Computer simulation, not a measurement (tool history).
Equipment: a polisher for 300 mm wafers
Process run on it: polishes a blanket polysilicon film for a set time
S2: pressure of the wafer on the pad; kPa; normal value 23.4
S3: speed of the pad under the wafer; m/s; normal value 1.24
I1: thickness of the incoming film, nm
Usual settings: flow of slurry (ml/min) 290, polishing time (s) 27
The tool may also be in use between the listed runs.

run 1 hour=0.0 | flow_of_slurry_(ml/min)=290 S2=21.4 S3=1.24 polishing_time_(s)=32 | I1=935.4 | film_removed_(nm)=384.8
run 2 hour=53.1 | flow_of_slurry_(ml/min)=290 S2=21.4 S3=1.24 polishing_time_(s)=32 | I1=940.8 | film_removed_(nm)=380.3
run 3 hour=154.1 | flow_of_slurry_(ml/min)=290 S2=21.4 S3=1.24 polishing_time_(s)=32 | I1=937.2 | film_removed_(nm)=353.3
-- hour=165.0 worn pad replaced by a new one
-- hour=172.4 slurry nozzle cleaned
run 4 hour=256.9 | flow_of_slurry_(ml/min)=290 S2=23.4 S3=1.24 polishing_time_(s)=20 | I1=941.2 | film_removed_(nm)=277.9
run 5 hour=319.6 | flow_of_slurry_(ml/min)=325 S2=23.4 S3=1.56 polishing_time_(s)=27 | I1=929.8 | film_removed_(nm)=471.8
-- hour=375.1 worn pad replaced by a new one
run 6 hour=411.0 | flow_of_slurry_(ml/min)=290 S2=23.4 S3=1.24 polishing_time_(s)=27 | I1=946.6 | film_removed_(nm)=361.0
run 7 hour=512.1 | flow_of_slurry_(ml/min)=290 S2=23.4 S3=1.24 polishing_time_(s)=27 | I1=940.0 | film_removed_(nm)=360.1
run 8 hour=583.8 | flow_of_slurry_(ml/min)=290 S2=21.4 S3=1.24 polishing_time_(s)=32 | I1=946.2 | film_removed_(nm)=375.1
-- hour=600.0 worn pad replaced by a new one
-- hour=649.0 slurry nozzle cleaned
run 9 hour=658.3 | flow_of_slurry_(ml/min)=375 S2=25.5 S3=1.24 polishing_time_(s)=27 | I1=941.0 | film_removed_(nm)=410.8
run 10 hour=728.5 | flow_of_slurry_(ml/min)=290 S2=23.4 S3=0.90 polishing_time_(s)=27 | I1=926.0 | film_removed_(nm)=267.2
-- hour=807.7 head pressure recalibrated
run 11 hour=833.6 | flow_of_slurry_(ml/min)=290 S2=23.4 S3=1.24 polishing_time_(s)=27 | I1=940.6 | film_removed_(nm)=362.2
-- hour=865.1 worn pad replaced by a new one
run 12 hour=911.8 | flow_of_slurry_(ml/min)=210 S2=26.9 S3=1.56 polishing_time_(s)=22 | I1=948.9 | film_removed_(nm)=402.3
run 13 hour=1015.6 | flow_of_slurry_(ml/min)=290 S2=16.5 S3=1.24 polishing_time_(s)=18 | I1=935.1 | film_removed_(nm)=166.0
-- hour=1104.2 worn pad replaced by a new one
-- hour=1106.0 slurry nozzle cleaned
run 14 hour=1115.3 | flow_of_slurry_(ml/min)=245 S2=23.4 S3=1.02 polishing_time_(s)=18 | I1=954.8 | film_removed_(nm)=196.1
run 15 hour=1205.4 | flow_of_slurry_(ml/min)=290 S2=23.4 S3=1.24 polishing_time_(s)=27 | I1=948.5 | film_removed_(nm)=371.4

What was the tool's hidden state at every run in the log?
removal rate lost through wear of the pad, %: 0 on each run
deviation of the head's pressure from its setpoint, %: 0 on each run
H1: slurry flow missing at the pad, %
run=1 H1=27.4
run=2 H1=35
run=3 H1=52.6
run=4 H1=4.31
run=5 H1=7.33
run=6 H1=14.6
run=7 H1=26.8
run=8 H1=37.9
run=9 H1=5.03
run=10 H1=6.33
run=11 H1=12.1
run=12 H1=19.3
run=13 H1=32.9
run=14 H1=4.58
run=15 H1=6.61
